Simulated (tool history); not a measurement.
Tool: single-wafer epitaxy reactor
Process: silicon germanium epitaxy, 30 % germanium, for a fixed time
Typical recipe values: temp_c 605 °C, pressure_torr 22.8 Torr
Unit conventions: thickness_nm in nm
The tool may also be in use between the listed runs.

run	hour	temp_c	pressure_torr	read-back reference wafer on the same gauge, thickness_nm	thickness_nm
1	0	605	22.8	77.675	72.503
2	15.6	605	22.8	77.636	72.854
3	31.1	605	22.8	77.753	72.733
4	43.9	605	22.8	77.71	72.849
5	52.3	605	22.8	77.681	72.642
6	69.3	605	22.8	77.717	72.948
7	78.9	605	22.8	77.688	73.35
8	93.3	605	22.8	77.593	73.416
9	107.5	605	22.8	77.754	73.09
10	119.5	605	22.8	77.64	73.313
11	135.1	605	22.8	77.607	73.289
12	151	605	22.8	77.714	73.328
13	157.4	613	22.8	77.682	86.402
# hour 168.9: gauge calibrated
14	169	613	22.8	77.746	86.161
15	180.1	613	22.8	77.746	86.348
16	190.2	605	22.8	77.681	73.802
# hour 204.1: showerhead replaced
17	204.6	598	19.2	77.734	60.329
18	210.2	617	17.8	77.613	87.31
19	226.7	605	22.8	77.639	73.402
# hour 242.3: pyrometer calibrated
20	242.8	611	28.4	77.719	84.295
21	257.8	612	26.9	77.72	84.561
22	267.7	613	18.1	77.619	75.569
23	276	613	20.5	77.685	78.909
24	285.2	605	26.1	77.622	73.053
# hour 304.5: capacitance manometer re-zeroed and calibrated
25	305	605	22.8	77.685	69.525
26	311.2	605	22.8	77.765	69.447
27	320	605	22.8	77.665	69.216
28	333.5	618	18.4	77.682	83.819
29	343.5	605	28.2	77.646	74.2
30	358.7	605	22.8	77.687	69.45
31	372.5	611	17.9	77.69	72.996
32	386.3	605	21.2	77.766	67.885
33	393.7	609	20.5	77.759	72.726
34	404.2	600	24.2	77.797	63.903
35	414	610	19.6	77.71	73.224
36	428	597	26.2	77.628	61.33

Difference, measured minus no-hidden-state, one row per run. Run-to-run variation is common to both terms; the gauge's own scatter need not be:
Unlogged tool condition in this case: wafer temperature above the value expected at the setpoint (K); true pressure above the setpoint (%); gauge reads high (%).
run	thickness_nm
1	+3.824
2	+3.921
3	+3.994
4	+4.066
5	+4.097
6	+4.203
7	+4.277
8	+4.357
9	+4.412
10	+4.489
11	+4.571
12	+4.659
13	+5.422
14	+5.479
15	+5.56
16	+4.904
17	+4.146
18	+5.758
19	+5.079
20	+0.763
21	+0.764
22	+0.682
23	+0.713
24	+0.674
25	+0.644
26	+0.645
27	+0.645
28	+0.758
29	+0.697
30	+0.656
31	+0.683
32	+0.65
33	+0.692
34	+0.626
35	+0.704
36	+0.615

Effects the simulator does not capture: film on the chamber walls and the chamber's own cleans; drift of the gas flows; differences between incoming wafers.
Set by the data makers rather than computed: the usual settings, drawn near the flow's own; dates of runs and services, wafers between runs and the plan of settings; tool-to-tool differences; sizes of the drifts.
